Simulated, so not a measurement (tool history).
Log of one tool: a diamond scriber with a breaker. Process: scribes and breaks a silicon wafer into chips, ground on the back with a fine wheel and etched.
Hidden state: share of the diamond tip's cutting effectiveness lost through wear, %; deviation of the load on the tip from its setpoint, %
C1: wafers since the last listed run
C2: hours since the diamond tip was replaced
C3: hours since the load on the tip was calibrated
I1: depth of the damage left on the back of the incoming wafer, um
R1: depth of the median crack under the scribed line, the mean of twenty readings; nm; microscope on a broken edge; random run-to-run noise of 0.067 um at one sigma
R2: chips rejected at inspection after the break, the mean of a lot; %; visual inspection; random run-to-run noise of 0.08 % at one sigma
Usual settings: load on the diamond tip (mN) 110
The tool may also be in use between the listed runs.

Run 1, day 0: usual settings; C1 0; C2 47.2; C3 419.6; I1 0.73. Result: R1 8020 nm, R2 1.35 %.
Run 2, day 1.371: usual settings; C1 178; C2 80.1; C3 452.5; I1 0.49. Result: R1 7940 nm, R2 1.38 %.
Run 3, day 2.2: usual settings; C1 108; C2 100; C3 472.4; I1 0.63. Result: R1 7880 nm, R2 1.47 %.
Run 4, day 4.354: usual settings; C1 281; C2 151.7; C3 524.1; I1 0.34. Result: R1 7710 nm, R2 1.87 %.
Run 5, day 5.008: usual settings but load on the diamond tip (mN) 128; C1 85; C2 167.4; C3 539.8; I1 0.7. Result: R1 8970 nm, R2 3.51 %.
At day 5.262: load on the tip recalibrated.
Run 6, day 6.221: usual settings but load on the diamond tip (mN) 128; C1 147; C2 196.5; C3 23; I1 0.6. Result: R1 8820 nm, R2 3.44 %.
At day 8.067: diamond tip replaced by a new one.
Run 7, day 8.958: usual settings but load on the diamond tip (mN) 128; C1 346; C2 21.4; C3 88.7; I1 0.56. Result: R1 9460 nm, R2 6.59 %.
Run 8, day 9.458: usual settings; C1 65; C2 33.4; C3 100.7; I1 0.61. Result: R1 8000 nm, R2 1.39 %.
Run 9, day 10.15: usual settings but load on the diamond tip (mN) 133; C1 90; C2 50; C3 117.3; I1 0.3. Result: R1 10000 nm, R2 9.37 %.
Run 10, day 11.421: usual settings but load on the diamond tip (mN) 133; C1 165; C2 80.5; C3 147.8; I1 0.56. Result: R1 9730 nm, R2 7.47 %.
Run 11, day 12.229: usual settings; C1 105; C2 99.9; C3 167.2; I1 0.79. Result: R1 7910 nm, R2 1.56 %.
Run 12, day 13.192: usual settings; C1 125; C2 123; C3 190.3; I1 0.54. Result: R1 7870 nm, R2 1.5 %.
Run 13, day 14.638: usual settings; C1 188; C2 157.7; C3 225; I1 0.75. Result: R1 7750 nm, R2 1.8 %.
Run 14, day 15.846: usual settings; C1 157; C2 186.7; C3 254; I1 0.55. Result: R1 7710 nm, R2 1.99 %.
Run 15, day 16.85: usual settings but load on the diamond tip (mN) 84; C1 131; C2 210.8; C3 278.1; I1 0.54. Result: R1 5290 nm, R2 33.94 %.
Run 16, day 17.45: usual settings but load on the diamond tip (mN) 84; C1 78; C2 225.2; C3 292.5; I1 0.45. Result: R1 5250 nm, R2 28.48 %.
At day 18.104: diamond tip replaced by a new one.
Run 17, day 18.458: usual settings; C1 120; C2 8.5; C3 316.7; I1 0.38. Result: R1 7970 nm, R2 1.43 %.
Run 18, day 20.758: usual settings; C1 300; C2 63.7; C3 371.9; I1 0.74. Result: R1 8020 nm, R2 1.48 %.
Run 19, day 21.592: usual settings; C1 108; C2 83.7; C3 391.9; I1 0.62. Result: R1 8080 nm, R2 1.4 %.
Run 20, day 25.408: usual settings but load on the diamond tip (mN) 94; C1 498; C2 175.3; C3 483.5; I1 0.42. Result: R1 6320 nm, R2 12.35 %.
Run 21, day 26.675: usual settings but load on the diamond tip (mN) 94; C1 165; C2 205.7; C3 513.9; I1 0.38. Result: R1 6360 nm, R2 13.99 %.
At day 27.846: load on the tip recalibrated.
Run 22, day 28.092: usual settings but load on the diamond tip (mN) 143; C1 173; C2 239.7; C3 5.9; I1 0.45. Result: R1 9720 nm, R2 7.56 %.
Run 23, day 28.75: usual settings; C1 85; C2 255.5; C3 21.7; I1 0.52. Result: R1 7320 nm, R2 3.87 %.
At day 29.067: diamond tip replaced by a new one.
Run 24, day 29.558: usual settings but load on the diamond tip (mN) 141; C1 94; C2 11.8; C3 41.1; I1 0.65. Result: R1 9960 nm, R2 11.63 %.
Run 25, day 30.588: usual settings but load on the diamond tip (mN) 128; C1 134; C2 36.5; C3 65.8; I1 0.58. Result: R1 9100 nm, R2 4.7 %.
Run 26, day 31.288: usual settings; C1 91; C2 53.3; C3 82.6; I1 0.73. Result: R1 7790 nm, R2 1.46 %.
Run 27, day 32.217: usual settings but load on the diamond tip (mN) 99; C1 121; C2 75.6; C3 104.9; I1 0.35. Result: R1 6790 nm, R2 6.46 %.
Run 28, day 32.917: usual settings; C1 91; C2 92.4; C3 121.7; I1 0.72. Result: R1 7660 nm, R2 1.79 %.
Run 29, day 33.483: usual settings but load on the diamond tip (mN) 125; C1 73; C2 106; C3 135.3; I1 0.62. Result: R1 8920 nm, R2 2.8 %.
Run 30, day 34.879: usual settings but load on the diamond tip (mN) 95; C1 182; C2 139.5; C3 168.8; I1 0.51. Result: R1 6350 nm, R2 11.81 %.
Run 31, day 35.425: usual settings but load on the diamond tip (mN) 87; C1 71; C2 152.6; C3 181.9; I1 0.32. Result: R1 5580 nm, R2 23.16 %.
Run 32, day 36.617: usual settings but load on the diamond tip (mN) 91; C1 155; C2 181.2; C3 210.5; I1 0.41. Result: R1 5770 nm, R2 18.41 %.
Run 33, day 37.6: usual settings but load on the diamond tip (mN) 80; C1 128; C2 204.8; C3 234.1; I1 0.42. Result: R1 4850 nm, R2 40.26 %.
Run 34, day 38.292: usual settings; C1 90; C2 221.4; C3 250.7; I1 0.56. Result: R1 7160 nm, R2 3.76 %.
Run 35, day 39.617: usual settings but load on the diamond tip (mN) 124; C1 172; C2 253.2; C3 282.5; I1 0.79. Result: R1 8010 nm, R2 1.25 %.
Run 36, day 40.154: usual settings but load on the diamond tip (mN) 86; C1 70; C2 266.1; C3 295.4; I1 0.52. Result: R1 5120 nm, R2 34.12 %.
At day 40.629: diamond tip replaced by a new one.
Run 37, day 41.325: usual settings but load on the diamond tip (mN) 124; C1 141; C2 16.7; C3 323.5; I1 0.42. Result: R1 9180 nm, R2 4.1 %.
Run 38, day 42.638: usual settings but load on the diamond tip (mN) 140; C1 171; C2 48.2; C3 355; I1 0.8. Result: R1 10350 nm, R2 10.79 %.
Run 39, day 43.688: usual settings; C1 137; C2 73.4; C3 380.2; I1 0.77. Result: R1 7800 nm, R2 1.6 %.
Run 40, day 44.929: usual settings but load on the diamond tip (mN) 135; C1 162; C2 103.2; C3 410; I1 0.52. Result: R1 9920 nm, R2 6.9 %.
Run 41, day 45.792: usual settings; C1 112; C2 123.9; C3 430.7; I1 0.49. Result: R1 7820 nm, R2 1.62 %.
Run 42, day 47.138: usual settings; C1 175; C2 156.2; C3 463; I1 0.56. Result: R1 7740 nm, R2 1.79 %.

What differs in the tool's unlogged condition from the final listed run ahead of each entry between runs to the first listed run following it?
Runs 5 to 6: load on the tip recalibrated (day 5.262)
  share of the diamond tip's cutting effectiveness lost through wear, %: 7.56 -> 9.88
  what was measured, less what the result would be without the hidden state, R1: -480 -> -640 nm; R2: -2.54 -> -3.79 %
Runs 6 to 7: diamond tip replaced by a new one (day 8.067)
  share of the diamond tip's cutting effectiveness lost through wear, %: 9.88 -> 0.371
  what was measured, less what the result would be without the hidden state, R1: -640 -> -30 nm; R2: -3.79 -> -0.16 %
Runs 16 to 17: diamond tip replaced by a new one (day 18.104)
  share of the diamond tip's cutting effectiveness lost through wear, %: 11.4 -> 0.586
  what was measured, less what the result would be without the hidden state, R1: -440 -> -30 nm; R2: +8.38 -> +0.01 %
Runs 21 to 22: load on the tip recalibrated (day 27.846)
  share of the diamond tip's cutting effectiveness lost through wear, %: 9.84 -> 13.2
  what was measured, less what the result would be without the hidden state, R1: -460 -> -960 nm; R2: +5.65 -> -7.61 %
Runs 23 to 24: diamond tip replaced by a new one (day 29.067)
  share of the diamond tip's cutting effectiveness lost through wear, %: 14.9 -> 4.52
  what was measured, less what the result would be without the hidden state, R1: -820 -> -310 nm; R2: +2.42 -> -2.74 %
Runs 36 to 37: diamond tip replaced by a new one (day 40.629)
  share of the diamond tip's cutting effectiveness lost through wear, %: 20 -> 1.66
  what was measured, less what the result would be without the hidden state, R1: -820 -> -110 nm; R2: +16.27 -> -0.53 %

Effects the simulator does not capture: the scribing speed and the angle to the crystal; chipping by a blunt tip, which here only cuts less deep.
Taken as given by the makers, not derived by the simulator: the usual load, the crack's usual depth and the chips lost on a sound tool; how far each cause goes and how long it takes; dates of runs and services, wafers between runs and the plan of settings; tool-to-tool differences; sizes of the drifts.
